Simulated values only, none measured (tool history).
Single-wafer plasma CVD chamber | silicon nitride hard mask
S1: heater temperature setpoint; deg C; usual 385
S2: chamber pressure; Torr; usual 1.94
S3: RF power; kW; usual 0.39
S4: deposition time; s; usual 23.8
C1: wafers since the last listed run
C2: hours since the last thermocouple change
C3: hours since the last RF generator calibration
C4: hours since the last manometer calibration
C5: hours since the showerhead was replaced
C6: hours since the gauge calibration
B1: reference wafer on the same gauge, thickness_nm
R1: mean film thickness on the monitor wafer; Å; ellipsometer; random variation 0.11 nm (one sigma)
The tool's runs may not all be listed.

| run | hour | S1 | S2 | S3 | S4 | C1 | C2 | C3 | C4 | C5 | C6 | B1 | R1 |
|---|---|---|---|---|---|---|---|---|---|---|---|---|---|
| 1 | 0 | 385 | 1.94 | 0.39 | 23.8 | 0 | 886.8 | 1843.9 | 863.2 | 5092.8 | 120.1 | 36.797 | 312.97 |
| 2 | 39.3 | 385 | 1.94 | 0.39 | 23.8 | 877 | 926.1 | 1883.2 | 902.5 | 5132.1 | 159.4 | 36.785 | 312.56 |
| 3 | 98.6 | 385 | 1.94 | 0.39 | 23.8 | 1324 | 985.4 | 1942.5 | 961.8 | 5191.4 | 218.7 | 36.799 | 312.29 |
| 4 | 149.8 | 385 | 1.94 | 0.39 | 23.8 | 1143 | 1036.6 | 1993.7 | 1013 | 5242.6 | 269.9 | 36.792 | 310.09 |
| 5 | 196.4 | 385 | 1.94 | 0.39 | 23.8 | 1040 | 1083.2 | 2040.3 | 1059.6 | 5289.2 | 316.5 | 36.803 | 307.67 |
| 6 | 235.3 | 385 | 1.94 | 0.39 | 23.8 | 868 | 1122.1 | 2079.2 | 1098.5 | 5328.1 | 355.4 | 36.809 | 308.62 |
| 7 | 263.5 | 385 | 1.8 | 0.39 | 24.9 | 629 | 1150.3 | 2107.4 | 1126.7 | 5356.3 | 383.6 | 36.8 | 317.89 |
| 8 | 327.4 | 385 | 1.8 | 0.39 | 24.9 | 1427 | 1214.2 | 2171.3 | 1190.6 | 5420.2 | 447.5 | 36.791 | 317.52 |
| 9 | 390.7 | 385 | 1.8 | 0.39 | 24.9 | 1413 | 1277.5 | 2234.6 | 1253.9 | 5483.5 | 510.8 | 36.814 | 317.41 |
|  | 435.7 | RF generator calibrated |
| 10 | 453.5 | 381 | 1.94 | 0.39 | 23.8 | 1224 | 1340.3 | 17.8 | 1316.7 | 5546.3 | 573.6 | 36.815 | 324.16 |
| 11 | 520.1 | 381 | 1.94 | 0.39 | 23.8 | 1487 | 1406.9 | 84.4 | 1383.3 | 5612.9 | 640.2 | 36.762 | 323.84 |
| 12 | 605.9 | 381 | 1.94 | 0.39 | 23.8 | 1916 | 1492.7 | 170.2 | 1469.1 | 5698.7 | 726 | 36.787 | 325.46 |
|  | 629.9 | gauge calibrated |
| 13 | 645.7 | 385 | 1.94 | 0.39 | 21.9 | 889 | 1532.5 | 210 | 1508.9 | 5738.5 | 15.8 | 36.772 | 297.69 |
| 14 | 705.4 | 385 | 1.94 | 0.39 | 23.8 | 1333 | 1592.2 | 269.7 | 1568.6 | 5798.2 | 75.5 | 36.814 | 323.2 |
| 15 | 770 | 381 | 2.34 | 0.39 | 23.8 | 1443 | 1656.8 | 334.3 | 1633.2 | 5862.8 | 140.1 | 36.787 | 336.48 |
| 16 | 804.2 | 385 | 1.61 | 0.345 | 23.8 | 763 | 1691 | 368.5 | 1667.4 | 5897 | 174.3 | 36.829 | 292.09 |
|  | 819.8 | thermocouple changed; heater temperature recalibrated |
| 17 | 850 | 385 | 1.94 | 0.39 | 19.6 | 844 | 30.2 | 414.3 | 1713.2 | 5942.8 | 220.1 | 36.825 | 266.19 |
| 18 | 905.4 | 385 | 1.94 | 0.39 | 23.8 | 1237 | 85.6 | 469.7 | 1768.6 | 5998.2 | 275.5 | 36.799 | 322.44 |
|  | 921.9 | capacitance manometer re-zeroed and calibrated |
| 19 | 941.3 | 385 | 1.94 | 0.37 | 23.8 | 623 | 121.5 | 505.6 | 19.4 | 6034.1 | 311.4 | 36.802 | 314.22 |
|  | 970.9 | showerhead replaced |
| 20 | 979.4 | 377 | 1.94 | 0.34 | 23.8 | 672 | 159.6 | 543.7 | 57.5 | 8.5 | 349.5 | 36.814 | 303.83 |
| 21 | 1018.4 | 373 | 2.11 | 0.39 | 23.8 | 871 | 198.6 | 582.7 | 96.5 | 47.5 | 388.5 | 36.791 | 329.95 |
| 22 | 1086.3 | 374 | 1.94 | 0.435 | 21 | 1516 | 266.5 | 650.6 | 164.4 | 115.4 | 456.4 | 36.824 | 300 |
| 23 | 1110.6 | 385 | 1.94 | 0.39 | 23.8 | 542 | 290.8 | 674.9 | 188.7 | 139.7 | 480.7 | 36.832 | 321.73 |
| 24 | 1162.3 | 385 | 1.94 | 0.39 | 28.1 | 1154 | 342.5 | 726.6 | 240.4 | 191.4 | 532.4 | 36.815 | 380.13 |
| 25 | 1224.7 | 393 | 2.3 | 0.355 | 21.9 | 1393 | 404.9 | 789 | 302.8 | 253.8 | 594.8 | 36.817 | 290.95 |
| 26 | 1274.6 | 385 | 2.14 | 0.39 | 23.8 | 1114 | 454.8 | 838.9 | 352.7 | 303.7 | 644.7 | 36.812 | 330.46 |
| 27 | 1303.2 | 385 | 1.94 | 0.39 | 23.8 | 638 | 483.4 | 867.5 | 381.3 | 332.3 | 673.3 | 36.792 | 320.2 |

The tool's hidden state at each run:
wafer temperature above the value expected at the setpoint (K): 0 in every run
true pressure above the setpoint (%): 0 in every run
gauge reads high (%): 0 in every run
H1: delivered RF power above the setpoint (%)
| run | H1 |
|---|---|
| 1 | -8.07 |
| 2 | -8.34 |
| 3 | -8.77 |
| 4 | -9.15 |
| 5 | -9.51 |
| 6 | -9.81 |
| 7 | -10 |
| 8 | -10.6 |
| 9 | -11.1 |
| 10 | -0.84 |
| 11 | -0.853 |
| 12 | -0.894 |
| 13 | -0.923 |
| 14 | -0.977 |
| 15 | -1.05 |
| 16 | -1.1 |
| 17 | -1.16 |
| 18 | -1.26 |
| 19 | -1.32 |
| 20 | -1.4 |
| 21 | -1.48 |
| 22 | -1.64 |
| 23 | -1.7 |
| 24 | -1.84 |
| 25 | -2.02 |
| 26 | -2.17 |
| 27 | -2.26 |
